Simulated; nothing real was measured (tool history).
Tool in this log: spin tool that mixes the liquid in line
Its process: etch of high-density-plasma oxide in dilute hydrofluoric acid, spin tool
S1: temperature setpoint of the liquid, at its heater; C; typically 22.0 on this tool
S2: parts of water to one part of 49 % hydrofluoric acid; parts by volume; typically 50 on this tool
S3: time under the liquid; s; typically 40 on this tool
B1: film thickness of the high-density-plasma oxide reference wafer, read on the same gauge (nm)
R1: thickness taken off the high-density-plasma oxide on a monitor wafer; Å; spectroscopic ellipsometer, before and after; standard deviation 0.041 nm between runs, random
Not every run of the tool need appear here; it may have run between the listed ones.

run	day	S1	S2	S3	B1	R1
1	0.000	22.0	50	40	90.003	52.09
2	0.538	22.0	50	40	90.006	52.10
3	1.429	25.0	35	40	89.991	86.25
4	2.742	22.0	50	40	89.970	52.11
5	3.521	21.0	50	40	90.011	50.11
6	4.229	21.0	50	40	89.977	49.91
7	5.058	21.0	50	40	90.037	49.99
8	6.250	22.0	50	40	89.987	50.89
9	7.554	22.0	50	40	90.012	51.90
10	8.675	22.0	50	40	89.999	52.49
11	10.021	22.0	65	40	90.003	39.38
12	10.954	22.0	50	40	90.000	52.63
13	12.379	22.0	50	40	89.985	51.68
14	13.162	22.0	50	40	89.996	52.77
15	14.062	22.0	50	35	89.992	46.56
16	15.300	22.0	50	35	90.004	45.42
17	16.450	22.0	50	40	90.007	52.40
# day 17.804: thermometer replaced
18	20.242	20.5	70	40	90.024	30.72
19	21.317	22.0	50	40	89.996	46.80
20	22.550	22.0	60	65	89.995	62.70
21	23.150	20.0	35	40	90.012	62.92
22	23.871	17.5	50	20	89.988	19.12
23	25.092	24.0	70	40	90.002	35.86
24	26.108	26.5	40	55	90.006	98.16
# day 26.671: gauge calibrated
25	27.567	19.5	50	40	90.008	42.25
# day 27.879: hydrofluoric acid flow meter replaced
26	28.796	22.0	50	40	90.034	47.96
27	29.908	22.0	50	30	89.996	35.46
28	31.246	17.0	40	30	90.027	37.01
29	31.783	22.0	50	40	90.001	47.53
30	32.833	22.0	60	30	90.003	29.47
31	33.683	18.0	25	40	90.008	82.93
32	34.921	25.5	50	40	90.008	55.74

4 options for the next run, each taken on its own from the tool as it stands now. Forecast them:
A	34.938	22.0	50	40	?	?
B	34.938	26.0	65	40	?	?
C	34.938	17.0	30	40	?	?
D	34.938	26.0	40	40	?	?

run	B1	R1
A	89.979	47.28
B	89.979	41.95
C	89.979	65.21
D	89.979	70.62
Stripped of hidden state, with their random variation kept, the same runs would have yielded:
run	R1
A	46.00
B	40.86
C	63.34
D	68.74
